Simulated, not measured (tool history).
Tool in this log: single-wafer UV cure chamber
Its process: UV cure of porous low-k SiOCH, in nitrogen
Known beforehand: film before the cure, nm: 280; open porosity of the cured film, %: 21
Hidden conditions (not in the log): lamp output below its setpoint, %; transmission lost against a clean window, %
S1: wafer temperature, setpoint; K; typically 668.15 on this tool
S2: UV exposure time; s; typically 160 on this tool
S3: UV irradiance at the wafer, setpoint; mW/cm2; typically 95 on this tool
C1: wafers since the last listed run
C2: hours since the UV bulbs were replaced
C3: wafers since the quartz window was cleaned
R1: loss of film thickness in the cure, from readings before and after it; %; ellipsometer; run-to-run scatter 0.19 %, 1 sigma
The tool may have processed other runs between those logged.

| run | hour | S1 | S2 | S3 | C1 | C2 | C3 | R1 |
|---|---|---|---|---|---|---|---|---|
| 1 | 0 | 668.15 | 160 | 106 | 0 | 1277.4 | 1357 | 10.756 |
| 2 | 65.6 | 668.15 | 160 | 95 | 265 | 1343 | 1623 | 9.673 |
|  | 88.3 | quartz window cleaned |
| 3 | 99.7 | 668.15 | 160 | 95 | 105 | 1377.1 | 46 | 11.159 |
| 4 | 139.5 | 668.15 | 160 | 119 | 161 | 1416.9 | 207 | 12.222 |
| 5 | 203.6 | 668.15 | 160 | 119 | 259 | 1481 | 467 | 12.281 |
| 6 | 270.6 | 655.15 | 160 | 95 | 271 | 1548 | 738 | 10.541 |
| 7 | 340 | 655.15 | 160 | 95 | 281 | 1617.4 | 1020 | 10.269 |
| 8 | 398.9 | 655.15 | 160 | 95 | 238 | 1676.3 | 1259 | 10.325 |
|  | 443.3 | quartz window cleaned |
| 9 | 467.7 | 668.15 | 195 | 95 | 246 | 1745.1 | 98 | 12.049 |
| 10 | 537.9 | 668.15 | 195 | 95 | 284 | 1815.3 | 383 | 11.683 |
| 11 | 565.1 | 668.15 | 160 | 78 | 110 | 1842.5 | 493 | 10.23 |
| 12 | 589.9 | 668.15 | 160 | 78 | 100 | 1867.3 | 594 | 9.597 |
| 13 | 633 | 668.15 | 160 | 78 | 174 | 1910.4 | 768 | 9.777 |
| 14 | 665 | 654.15 | 235 | 77 | 129 | 1942.4 | 898 | 11.262 |
|  | 697.9 | UV bulbs replaced |
| 15 | 698.4 | 668.15 | 160 | 113 | 102 | 0.5 | 1001 | 11.432 |
| 16 | 749.8 | 681.15 | 160 | 95 | 208 | 51.9 | 1210 | 10.571 |
| 17 | 804.3 | 683.15 | 160 | 57 | 220 | 106.4 | 1430 | 7.871 |
| 18 | 832.9 | 668.15 | 160 | 95 | 115 | 135 | 1546 | 9.779 |
| 19 | 878 | 674.15 | 160 | 95 | 182 | 180.1 | 1729 | 9.62 |
|  | 892.6 | quartz window cleaned |
| 20 | 940.7 | 658.15 | 160 | 95 | 221 | 242.8 | 194 | 10.482 |
| 21 | 1011.8 | 668.15 | 160 | 95 | 288 | 313.9 | 483 | 10.612 |
| 22 | 1036.3 | 668.15 | 200 | 105 | 99 | 338.4 | 582 | 12.351 |
| 23 | 1067.8 | 682.15 | 85 | 120 | 127 | 369.9 | 710 | 8.993 |
| 24 | 1135.4 | 682.15 | 85 | 120 | 274 | 437.5 | 984 | 9.073 |
| 25 | 1200.3 | 668.15 | 160 | 95 | 263 | 502.4 | 1247 | 10.027 |
|  | 1235.4 | quartz window cleaned |
| 26 | 1242.2 | 668.15 | 160 | 95 | 137 | 544.3 | 27 | 11.098 |

Alternative continuations, all from the tool just after run 26; predict every row:
| A | 1242.7 | 652.15 | 160 | 95 | 2 | 544.8 | 29 | ? |
| B | 1242.7 | 676.15 | 160 | 95 | 2 | 544.8 | 29 | ? |
| C | 1242.7 | 660.15 | 215 | 128 | 2 | 544.8 | 29 | ? |

| run | R1 |
|---|---|
| A | 10.452 |
| B | 10.896 |
| C | 13.478 |
Had the tool no hidden state, the same runs would have come out as:
| run | R1 |
|---|---|
| A | 10.562 |
| B | 11.007 |
| C | 13.596 |
